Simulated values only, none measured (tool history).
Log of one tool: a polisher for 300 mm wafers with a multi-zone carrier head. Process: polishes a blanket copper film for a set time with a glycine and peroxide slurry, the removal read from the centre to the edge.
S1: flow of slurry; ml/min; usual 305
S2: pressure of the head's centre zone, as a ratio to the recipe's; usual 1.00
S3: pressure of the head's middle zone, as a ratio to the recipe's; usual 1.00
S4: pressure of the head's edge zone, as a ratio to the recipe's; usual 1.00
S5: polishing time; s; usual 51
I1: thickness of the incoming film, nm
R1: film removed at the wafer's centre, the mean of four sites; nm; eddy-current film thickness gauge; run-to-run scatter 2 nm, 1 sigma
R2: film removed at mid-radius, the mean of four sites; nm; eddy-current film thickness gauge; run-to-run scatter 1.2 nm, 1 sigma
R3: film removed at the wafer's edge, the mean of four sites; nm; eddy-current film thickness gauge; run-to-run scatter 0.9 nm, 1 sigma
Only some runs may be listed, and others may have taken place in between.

Run 1, hour 0.0: usual settings; I1 1585.9. Result: R1 132.9 nm, R2 131.9 nm, R3 132.8 nm.
At hour 1.0: slurry nozzle cleaned.
Run 2, hour 35.6: usual settings; I1 1606.4. Result: R1 128.2 nm, R2 123.9 nm, R3 126.9 nm.
At hour 63.2: centre zone pressure recalibrated.
Run 3, hour 91.1: usual settings; I1 1592.0. Result: R1 124.7 nm, R2 120.8 nm, R3 123.9 nm.
At hour 98.2: carrier head's membrane replaced by a new one.
Run 4, hour 107.9: usual settings; I1 1571.1. Result: R1 119.5 nm, R2 117.2 nm, R3 124.0 nm.
At hour 118.1: edge zone pressure recalibrated.
At hour 120.0: slurry nozzle cleaned, repeated, since the last time left the tool worse.
Run 5, hour 143.5: usual settings; I1 1554.6. Result: R1 133.3 nm, R2 135.0 nm, R3 133.6 nm.
Run 6, hour 178.7: usual settings; I1 1580.4. Result: R1 135.5 nm, R2 135.8 nm, R3 134.7 nm.
At hour 188.2: worn pad replaced by a new one.
Run 7, hour 212.1: usual settings but S3 1.07, S4 1.03, S5 45 s; I1 1590.0. Result: R1 123.9 nm, R2 125.0 nm, R3 120.1 nm.
Run 8, hour 228.4: usual settings but S1 235 ml/min, S2 1.04; I1 1552.0. Result: R1 136.0 nm, R2 128.1 nm, R3 130.6 nm.
Run 9, hour 252.9: usual settings; I1 1585.9. Result: R1 136.0 nm, R2 133.2 nm, R3 133.4 nm.
Run 10, hour 280.2: usual settings; I1 1587.8. Result: R1 136.4 nm, R2 133.5 nm, R3 133.2 nm.
Run 11, hour 300.2: usual settings; I1 1571.7. Result: R1 136.4 nm, R2 132.4 nm, R3 132.8 nm.
Run 12, hour 328.2: usual settings but S3 1.08; I1 1579.9. Result: R1 136.4 nm, R2 139.5 nm, R3 134.2 nm.
At hour 359.7: worn pad replaced by a new one.
Run 13, hour 361.0: usual settings but S3 1.10; I1 1562.6. Result: R1 135.5 nm, R2 141.7 nm, R3 132.7 nm.
Run 14, hour 373.9: usual settings but S2 0.92, S3 1.06, S5 59 s; I1 1606.5. Result: R1 143.7 nm, R2 160.3 nm, R3 155.1 nm.
Run 15, hour 395.6: usual settings but S2 1.07, S3 1.05; I1 1557.6. Result: R1 143.6 nm, R2 139.2 nm, R3 134.0 nm.
Run 16, hour 416.8: usual settings but S2 0.95, S4 0.88, S5 41 s; I1 1581.3. Result: R1 102.3 nm, R2 106.5 nm, R3 101.2 nm.
Run 17, hour 466.1: usual settings but S1 400 ml/min; I1 1579.6. Result: R1 138.3 nm, R2 136.3 nm, R3 135.8 nm.
Run 18, hour 498.2: usual settings but S4 0.93; I1 1594.8. Result: R1 136.8 nm, R2 133.8 nm, R3 127.8 nm.
Run 19, hour 519.8: usual settings; I1 1586.1. Result: R1 131.6 nm, R2 130.7 nm, R3 133.2 nm.
Run 20, hour 533.6: usual settings; I1 1578.9. Result: R1 134.7 nm, R2 131.0 nm, R3 131.9 nm.
Run 21, hour 554.6: usual settings but S5 33 s; I1 1586.2. Result: R1 87.6 nm, R2 85.6 nm, R3 86.3 nm.
At hour 560.9: worn pad replaced by a new one.
Run 22, hour 580.2: usual settings but S1 270 ml/min, S4 0.95; I1 1582.3. Result: R1 128.9 nm, R2 127.6 nm, R3 127.1 nm.
Run 23, hour 605.1: usual settings but S2 0.89; I1 1548.4. Result: R1 117.9 nm, R2 130.7 nm, R3 133.7 nm.

Consider 3 possible next runs. They are alternatives, not a sequence: every one starts from the tool as it was left by run 23. What does each give?
Run A, hour 605.5: usual settings; I1 1576.4. Result: R1 ?, R2 ?, R3 ?.
Run B, hour 605.5: usual settings but S1 350 ml/min, S3 1.04, S5 65 s; I1 1576.4. Result: R1 ?, R2 ?, R3 ?.
Run C, hour 605.5: usual settings but S1 275 ml/min, S3 1.08, S5 36 s; I1 1576.4. Result: R1 ?, R2 ?, R3 ?.

run     R1     R2     R3
  A  131.7  131.4  133.3
  B  171.2  176.0  172.1
  C   91.4   97.2   92.9
With no hidden state in the tool, these same runs would have given:
run     R1     R2     R3
  A  136.4  135.6  136.5
  B  176.4  180.8  175.7
  C   95.1  100.7   95.4
